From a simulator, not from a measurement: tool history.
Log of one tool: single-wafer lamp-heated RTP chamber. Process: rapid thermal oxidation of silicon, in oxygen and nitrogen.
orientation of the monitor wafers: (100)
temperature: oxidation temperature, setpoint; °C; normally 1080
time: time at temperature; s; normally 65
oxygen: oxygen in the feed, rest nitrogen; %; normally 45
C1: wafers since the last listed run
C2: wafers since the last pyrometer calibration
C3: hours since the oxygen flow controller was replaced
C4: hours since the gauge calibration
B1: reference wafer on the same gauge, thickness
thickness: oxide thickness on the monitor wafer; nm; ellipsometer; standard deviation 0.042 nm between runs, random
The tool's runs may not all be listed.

run 1 day=0 | temperature=1080 time=90 oxygen=45 | C1=0 C2=8185 C3=744 C4=975.7 | B1=7.865 | thickness=9.139
-- day=2.229 pyrometer window cleaned and pyrometer calibrated
run 2 day=2.712 | temperature=1080 time=90 oxygen=45 | C1=564 C2=114 C3=809.1 C4=1040.8 | B1=7.867 | thickness=9.178
run 3 day=5.546 | temperature=1071 time=65 oxygen=30 | C1=672 C2=787 C3=877.1 C4=1108.8 | B1=7.877 | thickness=6.404
run 4 day=7.9 | temperature=1071 time=65 oxygen=30 | C1=559 C2=1346 C3=933.6 C4=1165.3 | B1=7.868 | thickness=6.434
run 5 day=9.75 | temperature=1080 time=65 oxygen=45 | C1=439 C2=1786 C3=978 C4=1209.7 | B1=7.858 | thickness=7.938
run 6 day=12.929 | temperature=1080 time=65 oxygen=45 | C1=754 C2=2541 C3=1054.3 C4=1286 | B1=7.874 | thickness=7.886
run 7 day=16.679 | temperature=1080 time=65 oxygen=45 | C1=890 C2=3431 C3=1144.3 C4=1376 | B1=7.856 | thickness=7.887
run 8 day=19.562 | temperature=1080 time=65 oxygen=45 | C1=684 C2=4116 C3=1213.5 C4=1445.2 | B1=7.879 | thickness=7.898
run 9 day=21.796 | temperature=1080 time=65 oxygen=45 | C1=530 C2=4646 C3=1267.1 C4=1498.8 | B1=7.871 | thickness=7.909
run 10 day=24.617 | temperature=1080 time=65 oxygen=45 | C1=669 C2=5316 C3=1334.8 C4=1566.5 | B1=7.871 | thickness=7.901
run 11 day=29.025 | temperature=1080 time=65 oxygen=45 | C1=1046 C2=6363 C3=1440.6 C4=1672.3 | B1=7.865 | thickness=7.893
run 12 day=32.788 | temperature=1080 time=65 oxygen=45 | C1=893 C2=7256 C3=1530.9 C4=1762.6 | B1=7.867 | thickness=7.904
-- day=33.221 pyrometer window cleaned and pyrometer calibrated
run 13 day=35.312 | temperature=1080 time=65 oxygen=45 | C1=520 C2=496 C3=1591.5 C4=1823.2 | B1=7.868 | thickness=7.894
run 14 day=39.283 | temperature=1080 time=65 oxygen=45 | C1=942 C2=1439 C3=1686.8 C4=1918.5 | B1=7.86 | thickness=7.911
run 15 day=43.242 | temperature=1066 time=65 oxygen=68 | C1=939 C2=2379 C3=1781.8 C4=2013.5 | B1=7.856 | thickness=8.394
run 16 day=45.638 | temperature=1066 time=65 oxygen=68 | C1=568 C2=2948 C3=1839.3 C4=2071 | B1=7.868 | thickness=8.391
run 17 day=48.079 | temperature=1066 time=65 oxygen=68 | C1=579 C2=3528 C3=1897.9 C4=2129.6 | B1=7.851 | thickness=8.392
run 18 day=54.471 | temperature=1103 time=73 oxygen=45 | C1=1517 C2=5046 C3=2051.3 C4=2283 | B1=7.866 | thickness=9.619
run 19 day=56.417 | temperature=1103 time=73 oxygen=45 | C1=462 C2=5508 C3=2098 C4=2329.7 | B1=7.863 | thickness=9.657
run 20 day=59.308 | temperature=1064 time=38 oxygen=17 | C1=686 C2=6194 C3=2167.4 C4=2399.1 | B1=7.869 | thickness=4.046
-- day=60.788 gauge calibrated
-- day=63.762 pyrometer window cleaned and pyrometer calibrated
run 21 day=63.783 | temperature=1059 time=85 oxygen=35 | C1=983 C2=5 C3=2274.8 C4=71.9 | B1=7.86 | thickness=7.091
run 22 day=67.992 | temperature=1105 time=84 oxygen=23 | C1=999 C2=1004 C3=2375.8 C4=172.9 | B1=7.872 | thickness=8.165
-- day=69.904 oxygen flow controller replaced
run 23 day=69.925 | temperature=1080 time=95 oxygen=45 | C1=379 C2=1384 C3=0.5 C4=219.3 | B1=7.86 | thickness=9.374
run 24 day=73.775 | temperature=1072 time=65 oxygen=59 | C1=914 C2=2298 C3=92.9 C4=311.7 | B1=7.878 | thickness=8.353
run 25 day=77.192 | temperature=1080 time=52 oxygen=27 | C1=811 C2=3110 C3=174.9 C4=393.7 | B1=7.872 | thickness=5.991
run 26 day=79.742 | temperature=1080 time=37 oxygen=34 | C1=605 C2=3715 C3=236.1 C4=454.9 | B1=7.869 | thickness=5.619
run 27 day=83.404 | temperature=1071 time=65 oxygen=30 | C1=869 C2=4585 C3=324 C4=542.8 | B1=7.878 | thickness=6.543
run 28 day=86.117 | temperature=1071 time=65 oxygen=45 | C1=644 C2=5229 C3=389.1 C4=607.9 | B1=7.877 | thickness=7.522
run 29 day=87.838 | temperature=1090 time=65 oxygen=45 | C1=408 C2=5638 C3=430.4 C4=649.2 | B1=7.864 | thickness=8.438
run 30 day=90.388 | temperature=1070 time=43 oxygen=30 | C1=605 C2=6243 C3=491.6 C4=710.4 | B1=7.87 | thickness=5.389
run 31 day=92.629 | temperature=1098 time=46 oxygen=45 | C1=532 C2=6775 C3=545.4 C4=764.2 | B1=7.866 | thickness=7.662
run 32 day=94.812 | temperature=1059 time=91 oxygen=24 | C1=518 C2=7294 C3=597.8 C4=816.6 | B1=7.869 | thickness=6.411
-- day=95.742 pyrometer window cleaned and pyrometer calibrated
run 33 day=96.329 | temperature=1080 time=65 oxygen=45 | C1=280 C2=139 C3=634.2 C4=853 | B1=7.858 | thickness=7.887
run 34 day=98.088 | temperature=1061 time=93 oxygen=58 | C1=417 C2=557 C3=676.4 C4=895.2 | B1=7.875 | thickness=9.014
run 35 day=101.458 | temperature=1080 time=82 oxygen=74 | C1=800 C2=1357 C3=757.3 C4=976.1 | B1=7.852 | thickness=10.604
run 36 day=104.962 | temperature=1100 time=79 oxygen=71 | C1=832 C2=2189 C3=841.4 C4=1060.2 | B1=7.876 | thickness=11.407

Run 37, settings as shown, results not yet in. Your forecast:
run 37 day=108.404 | temperature=1066 time=65 oxygen=68 | C1=817 C2=3006 C3=924 C4=1142.8 | B1=? | thickness=?

For run 37 the tool returned B1 7.885, thickness 8.409 nm.
On a tool with no hidden condition, and with the same random variation, this run would have come out at thickness 8.409 nm.
